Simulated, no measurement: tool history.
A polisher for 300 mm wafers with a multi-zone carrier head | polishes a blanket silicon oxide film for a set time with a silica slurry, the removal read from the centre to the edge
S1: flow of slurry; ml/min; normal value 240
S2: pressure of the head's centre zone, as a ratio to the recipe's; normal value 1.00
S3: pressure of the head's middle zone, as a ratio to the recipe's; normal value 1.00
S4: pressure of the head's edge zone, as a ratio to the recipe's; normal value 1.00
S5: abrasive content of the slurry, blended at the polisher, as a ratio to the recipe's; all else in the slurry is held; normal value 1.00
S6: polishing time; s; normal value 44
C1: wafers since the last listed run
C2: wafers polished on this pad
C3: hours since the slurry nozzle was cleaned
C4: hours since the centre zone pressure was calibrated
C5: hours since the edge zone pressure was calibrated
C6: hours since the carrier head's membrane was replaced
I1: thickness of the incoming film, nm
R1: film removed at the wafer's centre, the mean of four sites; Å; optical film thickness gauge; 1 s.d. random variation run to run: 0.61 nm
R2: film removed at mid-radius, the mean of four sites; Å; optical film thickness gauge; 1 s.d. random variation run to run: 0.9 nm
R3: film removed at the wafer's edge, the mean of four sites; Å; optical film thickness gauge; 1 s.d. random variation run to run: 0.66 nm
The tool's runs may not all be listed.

run 1 hour=0.0 | S1=165 S2=1.10 S3=1.00 S4=1.00 S5=1.00 S6=44 | C1=0 C2=1246 C3=114.9 C4=587.2 C5=561.4 C6=17.5 | I1=758.2 | R1=1060 R2=976 R3=943
run 2 hour=30.7 | S1=240 S2=1.00 S3=1.00 S4=1.00 S5=1.00 S6=44 | C1=415 C2=1661 C3=145.6 C4=617.9 C5=592.1 C6=48.2 | I1=749.7 | R1=995 R2=1007 R3=966
run 3 hour=61.3 | S1=240 S2=0.93 S3=0.93 S4=0.95 S5=1.00 S6=44 | C1=413 C2=2075 C3=176.2 C4=648.5 C5=622.7 C6=78.8 | I1=773.7 | R1=920 R2=939 R3=972
-- hour=66.6 centre zone pressure recalibrated
run 4 hour=96.7 | S1=325 S2=1.00 S3=1.00 S4=1.00 S5=1.00 S6=58 | C1=451 C2=2527 C3=211.6 C4=30.1 C5=658.1 C6=114.2 | I1=767.4 | R1=1279 R2=1359 R3=1313
run 5 hour=124.8 | S1=240 S2=1.00 S3=1.00 S4=1.00 S5=0.80 S6=44 | C1=380 C2=2907 C3=239.7 C4=58.2 C5=686.2 C6=142.3 | I1=764.7 | R1=822 R2=880 R3=853
-- hour=129.2 worn pad replaced by a new one
run 6 hour=148.8 | S1=175 S2=1.00 S3=1.04 S4=0.95 S5=1.00 S6=49 | C1=270 C2=265 C3=263.7 C4=82.2 C5=710.2 C6=166.3 | I1=764.1 | R1=1018 R2=1128 R3=1035
run 7 hour=173.5 | S1=240 S2=1.00 S3=1.00 S4=1.00 S5=1.00 S6=44 | C1=334 C2=599 C3=288.4 C4=106.9 C5=734.9 C6=191.0 | I1=751.7 | R1=945 R2=1016 R3=962
run 8 hour=207.2 | S1=240 S2=1.00 S3=1.00 S4=1.00 S5=1.00 S6=44 | C1=455 C2=1055 C3=322.1 C4=140.6 C5=768.6 C6=224.7 | I1=770.7 | R1=944 R2=1002 R3=958
run 9 hour=225.8 | S1=240 S2=1.08 S3=1.06 S4=1.00 S5=1.00 S6=44 | C1=251 C2=1307 C3=340.7 C4=159.2 C5=787.2 C6=243.3 | I1=755.0 | R1=1012 R2=1056 R3=983
run 10 hour=248.7 | S1=240 S2=1.00 S3=1.00 S4=1.00 S5=1.00 S6=44 | C1=309 C2=1616 C3=363.6 C4=182.1 C5=810.1 C6=266.2 | I1=767.8 | R1=940 R2=1016 R3=966
run 11 hour=262.3 | S1=240 S2=1.00 S3=1.00 S4=1.00 S5=1.00 S6=44 | C1=183 C2=1800 C3=377.2 C4=195.7 C5=823.7 C6=279.8 | I1=755.5 | R1=944 R2=1003 R3=965
-- hour=290.8 slurry nozzle cleaned
run 12 hour=293.1 | S1=240 S2=1.00 S3=1.00 S4=1.03 S5=1.00 S6=44 | C1=403 C2=2203 C3=2.3 C4=226.5 C5=854.5 C6=310.6 | I1=768.2 | R1=960 R2=1004 R3=991
run 13 hour=321.4 | S1=240 S2=0.94 S3=1.06 S4=1.00 S5=1.00 S6=34 | C1=382 C2=2586 C3=30.6 C4=254.8 C5=882.8 C6=338.9 | I1=757.8 | R1=696 R2=815 R3=745
-- hour=323.6 edge zone pressure recalibrated
run 14 hour=352.1 | S1=240 S2=1.00 S3=1.00 S4=1.00 S5=1.00 S6=44 | C1=388 C2=2975 C3=61.3 C4=285.5 C5=28.5 C6=369.6 | I1=752.3 | R1=956 R2=1008 R3=972
-- hour=368.2 worn pad replaced by a new one
run 15 hour=383.8 | S1=240 S2=1.00 S3=1.00 S4=1.00 S5=1.00 S6=44 | C1=374 C2=211 C3=93.0 C4=317.2 C5=60.2 C6=401.3 | I1=750.3 | R1=957 R2=998 R3=981
run 16 hour=411.7 | S1=305 S2=1.00 S3=1.06 S4=1.00 S5=1.10 S6=44 | C1=377 C2=588 C3=120.9 C4=345.1 C5=88.1 C6=429.2 | I1=757.3 | R1=1037 R2=1133 R3=1033
run 17 hour=425.9 | S1=285 S2=1.00 S3=1.00 S4=1.00 S5=1.00 S6=54 | C1=192 C2=780 C3=135.1 C4=359.3 C5=102.3 C6=443.4 | I1=763.5 | R1=1205 R2=1253 R3=1207
run 18 hour=445.5 | S1=240 S2=1.00 S3=1.00 S4=1.08 S5=1.00 S6=49 | C1=265 C2=1045 C3=154.7 C4=378.9 C5=121.9 C6=463.0 | I1=757.1 | R1=1075 R2=1109 R3=1114
run 19 hour=471.5 | S1=240 S2=1.00 S3=1.00 S4=1.03 S5=1.15 S6=44 | C1=351 C2=1397 C3=180.7 C4=404.9 C5=147.9 C6=489.0 | I1=769.7 | R1=1039 R2=1080 R3=1044
run 20 hour=505.3 | S1=160 S2=1.00 S3=1.00 S4=1.00 S5=1.00 S6=32 | C1=457 C2=1854 C3=214.5 C4=438.7 C5=181.7 C6=522.8 | I1=754.6 | R1=673 R2=701 R3=689
run 21 hour=534.4 | S1=205 S2=1.00 S3=0.92 S4=1.00 S5=1.00 S6=44 | C1=393 C2=2248 C3=243.6 C4=467.8 C5=210.8 C6=551.9 | I1=760.6 | R1=960 R2=911 R3=960
run 22 hour=548.8 | S1=240 S2=1.00 S3=1.00 S4=0.88 S5=0.75 S6=44 | C1=194 C2=2443 C3=258.0 C4=482.2 C5=225.2 C6=566.3 | I1=764.8 | R1=820 R2=837 R3=778

For each entry between runs, how does the tool's hidden state at the last listed run before it compare with that at the first listed run after it?
Runs 3 to 4: centre zone pressure recalibrated (hour 66.6)
  deviation of the centre zone's pressure from its setpoint, %: 5.82 -> -0.824
  measured result minus the result with no hidden state, R1: +51 -> -11 Å
Runs 5 to 6: worn pad replaced by a new one (hour 129.2)
  deviation of the centre zone's pressure from its setpoint, %: -0.556 -> -0.328
  measured result minus the result with no hidden state, R1: -5 -> -3 Å
Runs 11 to 12: slurry nozzle cleaned (hour 290.8)
  deviation of the centre zone's pressure from its setpoint, %: 0.751 -> 1.04
  measured result minus the result with no hidden state, R1: +7 -> +10 Å
Runs 13 to 14: edge zone pressure recalibrated (hour 323.6)
  deviation of the centre zone's pressure from its setpoint, %: 1.31 -> 1.61
  measured result minus the result with no hidden state, R1: +9 -> +15 Å
Runs 14 to 15: worn pad replaced by a new one (hour 368.2)
  deviation of the centre zone's pressure from its setpoint, %: 1.61 -> 1.91
  measured result minus the result with no hidden state, R1: +15 -> +18 Å
